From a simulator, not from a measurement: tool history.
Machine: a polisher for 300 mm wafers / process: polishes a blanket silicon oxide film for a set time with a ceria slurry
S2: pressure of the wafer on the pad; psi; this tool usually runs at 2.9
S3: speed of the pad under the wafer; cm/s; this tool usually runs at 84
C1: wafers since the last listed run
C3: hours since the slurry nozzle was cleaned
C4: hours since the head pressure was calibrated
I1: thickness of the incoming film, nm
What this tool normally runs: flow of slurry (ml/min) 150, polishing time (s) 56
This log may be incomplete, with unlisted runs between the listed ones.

Run 1, hour 0.0: usual settings but flow of slurry (ml/min) 180; C1 0; wafers polished on this pad 487; C3 445.4; C4 505.8; I1 896.5. Result: film removed (Å) 2283.
Run 2, hour 35.7: usual settings but flow of slurry (ml/min) 180; C1 206; wafers polished on this pad 693; C3 481.1; C4 541.5; I1 892.6. Result: film removed (Å) 2244.
Run 3, hour 42.8: usual settings but S2 2.2 psi; C1 41; wafers polished on this pad 734; C3 488.2; C4 548.6; I1 883.4. Result: film removed (Å) 1646.
Run 4, hour 61.5: usual settings but S2 2.2 psi; C1 108; wafers polished on this pad 842; C3 506.9; C4 567.3; I1 899.2. Result: film removed (Å) 1645.
Run 5, hour 71.2: usual settings; C1 56; wafers polished on this pad 898; C3 516.6; C4 577.0; I1 891.6. Result: film removed (Å) 2194.
Run 6, hour 81.9: usual settings but S2 3.3 psi, polishing time (s) 67; C1 61; wafers polished on this pad 960; C3 527.3; C4 587.7; I1 887.1. Result: film removed (Å) 2962.
Run 7, hour 88.6: usual settings but S2 3.3 psi, polishing time (s) 67; C1 38; wafers polished on this pad 999; C3 534.0; C4 594.4; I1 889.2. Result: film removed (Å) 2947.
Run 8, hour 103.7: usual settings but S2 3.3 psi, polishing time (s) 67; C1 87; wafers polished on this pad 1086; C3 549.1; C4 609.5; I1 885.9. Result: film removed (Å) 2933.
Run 9, hour 116.3: usual settings; C1 72; wafers polished on this pad 1159; C3 561.7; C4 622.1; I1 881.1. Result: film removed (Å) 2145.
Run 10, hour 133.8: usual settings; C1 101; wafers polished on this pad 1260; C3 579.2; C4 639.6; I1 895.9. Result: film removed (Å) 2145.
At hour 146.7: worn pad replaced by a new one.
Run 11, hour 147.2: usual settings; C1 54; wafers polished on this pad 2; C3 592.6; C4 653.0; I1 878.2. Result: film removed (Å) 2139.
Run 12, hour 155.2: usual settings but flow of slurry (ml/min) 165; C1 46; wafers polished on this pad 48; C3 600.6; C4 661.0; I1 878.7. Result: film removed (Å) 2161.
Run 13, hour 161.2: usual settings; C1 34; wafers polished on this pad 83; C3 606.6; C4 667.0; I1 898.6. Result: film removed (Å) 2160.
Run 14, hour 170.0: usual settings but S2 2.6 psi; C1 50; wafers polished on this pad 134; C3 615.4; C4 675.8; I1 894.1. Result: film removed (Å) 1926.
Run 15, hour 185.6: usual settings but flow of slurry (ml/min) 105, S2 2.5 psi, S3 112 cm/s, polishing time (s) 40; C1 90; wafers polished on this pad 224; C3 631.0; C4 691.4; I1 888.4. Result: film removed (Å) 1639.
Run 16, hour 197.0: usual settings but S2 3.9 psi, S3 96 cm/s; C1 65; wafers polished on this pad 290; C3 642.4; C4 702.8; I1 900.0. Result: film removed (Å) 3267.
Run 17, hour 208.9: usual settings; C1 68; wafers polished on this pad 359; C3 654.3; C4 714.7; I1 892.5. Result: film removed (Å) 2124.
Run 18, hour 215.3: usual settings but flow of slurry (ml/min) 175, polishing time (s) 75; C1 36; wafers polished on this pad 396; C3 660.7; C4 721.1; I1 874.2. Result: film removed (Å) 2907.
At hour 229.4: head pressure recalibrated.
At hour 249.7: slurry nozzle cleaned.
Run 19, hour 252.0: usual settings but S2 3.4 psi, polishing time (s) 47; C1 194; wafers polished on this pad 590; C3 2.3; C4 22.6; I1 890.2. Result: film removed (Å) 2251.
Run 20, hour 259.9: usual settings; C1 45; wafers polished on this pad 636; C3 10.2; C4 30.5; I1 881.3. Result: film removed (Å) 2286.
Run 21, hour 268.5: usual settings but S3 64 cm/s, polishing time (s) 49; C1 49; wafers polished on this pad 686; C3 18.8; C4 39.1; I1 901.8. Result: film removed (Å) 1542.
Run 22, hour 277.7: usual settings but S2 3.4 psi, polishing time (s) 71; C1 53; wafers polished on this pad 739; C3 28.0; C4 48.3; I1 901.6. Result: film removed (Å) 3422.
Run 23, hour 285.8: usual settings but polishing time (s) 44; C1 46; wafers polished on this pad 786; C3 36.1; C4 56.4; I1 897.0. Result: film removed (Å) 1808.
Run 24, hour 294.0: usual settings; C1 47; wafers polished on this pad 833; C3 44.3; C4 64.6; I1 892.2. Result: film removed (Å) 2314.
Run 25, hour 305.8: usual settings but flow of slurry (ml/min) 125, polishing time (s) 37; C1 68; wafers polished on this pad 901; C3 56.1; C4 76.4; I1 888.0. Result: film removed (Å) 1484.
Run 26, hour 314.8: usual settings but flow of slurry (ml/min) 185, polishing time (s) 68; C1 51; wafers polished on this pad 953; C3 65.1; C4 85.4; I1 876.6. Result: film removed (Å) 2857.
Run 27, hour 330.7: usual settings; C1 91; wafers polished on this pad 1045; C3 81.0; C4 101.3; I1 881.3. Result: film removed (Å) 2264.
Run 28, hour 341.6: usual settings but flow of slurry (ml/min) 135, polishing time (s) 40; C1 62; wafers polished on this pad 1108; C3 91.9; C4 112.2; I1 878.6. Result: film removed (Å) 1612.
Run 29, hour 353.2: usual settings but flow of slurry (ml/min) 165, S2 3.8 psi, S3 76 cm/s; C1 67; wafers polished on this pad 1175; C3 103.5; C4 123.8; I1 895.2. Result: film removed (Å) 2736.

Each row is a separate what-if for the run after 29, all from the same tool condition, not one after another. Results?
Run A, hour 353.6: usual settings but S2 2.1 psi; C1 2; wafers polished on this pad 1177; C3 103.9; C4 124.2; I1 898.8. Result: film removed (Å) ?.
Run B, hour 353.6: usual settings but flow of slurry (ml/min) 105, S2 3.6 psi, polishing time (s) 69; C1 2; wafers polished on this pad 1177; C3 103.9; C4 124.2; I1 898.8. Result: film removed (Å) ?.
Run C, hour 353.6: usual settings but S2 3.8 psi, S3 60 cm/s, polishing time (s) 50; C1 2; wafers polished on this pad 1177; C3 103.9; C4 124.2; I1 898.8. Result: film removed (Å) ?.

run  film removed (Å)
  A              1641
  B              3310
  C              1894
Had the tool no hidden state, the same runs would have come out as:
run  film removed (Å)
  A              1657
  B              3350
  C              1913

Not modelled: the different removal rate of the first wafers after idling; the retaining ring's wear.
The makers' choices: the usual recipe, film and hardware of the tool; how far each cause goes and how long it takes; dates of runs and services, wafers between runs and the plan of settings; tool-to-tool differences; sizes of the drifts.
